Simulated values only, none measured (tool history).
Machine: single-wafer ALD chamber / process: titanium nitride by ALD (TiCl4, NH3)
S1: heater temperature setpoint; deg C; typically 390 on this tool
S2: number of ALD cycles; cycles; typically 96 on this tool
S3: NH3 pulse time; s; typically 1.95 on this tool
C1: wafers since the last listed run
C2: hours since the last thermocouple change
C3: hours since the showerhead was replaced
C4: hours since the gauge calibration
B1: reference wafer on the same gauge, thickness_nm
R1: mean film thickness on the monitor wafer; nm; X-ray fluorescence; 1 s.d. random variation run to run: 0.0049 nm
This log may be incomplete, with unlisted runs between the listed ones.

run,hour,S1,S2,S3,C1,C2,C3,C4,B1,R1
1,0,390,96,1.95,0,129.5,5378.8,371.9,2.119,1.98
2,25.3,390,96,1.95,56,154.8,5404.1,397.2,2.118,1.972
3,73.3,378,110,1.95,106,202.8,5452.1,445.2,2.121,2.235
4,113.1,378,110,1.95,88,242.6,5491.9,485,2.121,2.238
5,150.4,378,110,1.95,83,279.9,5529.2,522.3,2.121,2.249
6,191.7,390,87,1.95,92,321.2,5570.5,563.6,2.121,1.776
7,233.3,390,96,1.95,92,362.8,5612.1,605.2,2.12,1.976
8,260,390,96,1.95,59,389.5,5638.8,631.9,2.122,1.965
9,323.6,390,96,1.95,141,453.1,5702.4,695.5,2.121,1.973
10,348.6,383,96,1.95,55,478.1,5727.4,720.5,2.122,1.958
11,415.6,383,96,1.95,149,545.1,5794.4,787.5,2.119,1.959
12,443.3,390,96,1.95,61,572.8,5822.1,815.2,2.121,1.975
13,506.6,390,96,1.95,141,636.1,5885.4,878.5,2.121,1.974
14,538.5,390,96,1.95,71,668,5917.3,910.4,2.118,1.976
15,582.8,390,96,1.95,98,712.3,5961.6,954.7,2.119,1.973
16,628.7,393,96,1.95,102,758.2,6007.5,1000.6,2.121,1.973
17,661.1,393,96,1.95,72,790.6,6039.9,1033,2.122,1.977
18,707.6,393,96,1.95,103,837.1,6086.4,1079.5,2.118,1.977
19,746.7,398,96,1.95,87,876.2,6125.5,1118.6,2.119,1.985
20,815.5,385,83,1.7,153,945,6194.3,1187.4,2.12,1.676
21,859.7,375,96,2.67,98,989.2,6238.5,1231.6,2.121,2.01
# hour 882.5: thermocouple changed; heater temperature recalibrated
22,897.9,383,89,1.6,67,15.4,6276.7,1269.8,2.122,1.773
23,953.7,402,114,2.65,124,71.2,6332.5,1325.6,2.119,2.393
24,1007.4,399,96,1.95,119,124.9,6386.2,1379.3,2.12,1.989
25,1067.5,384,87,1.56,133,185,6446.3,1439.4,2.121,1.739
26,1122.8,390,89,1.95,123,240.3,6501.6,1494.7,2.121,1.829
27,1178.4,385,96,1.27,123,295.9,6557.2,1550.3,2.12,1.852
# hour 1225: gauge calibrated
28,1225.9,384,96,1.95,105,343.4,6604.7,0.9,2.12,1.958
29,1257.2,375,83,2.35,69,374.7,6636,32.2,2.123,1.71
# hour 1318.5: showerhead replaced
30,1343.5,390,96,1.95,174,461,25,118.5,2.118,1.975
31,1369.2,382,91,1.17,57,486.7,50.7,144.2,2.118,1.701
32,1428.8,380,96,1.64,132,546.3,110.3,203.8,2.12,1.913
33,1460.8,390,96,1.95,71,578.3,142.3,235.8,2.117,1.972
34,1528.7,400,108,2.28,151,646.2,210.2,303.7,2.119,2.27
35,1576.9,378,110,1.95,107,694.4,258.4,351.9,2.12,2.24
36,1603,390,96,1.95,58,720.5,284.5,378,2.12,1.975
37,1662.8,390,96,1.36,133,780.3,344.3,437.8,2.121,1.884

Run 38, settings as shown, results not yet in. Your forecast:
38,1710.1,396,96,2.69,105,827.6,391.6,485.1,?,?

Run 38 came out at B1 2.122, R1 2.016 nm.
If the tool had no hidden condition, the same run with the same run-to-run variation would have returned R1 2.016 nm.
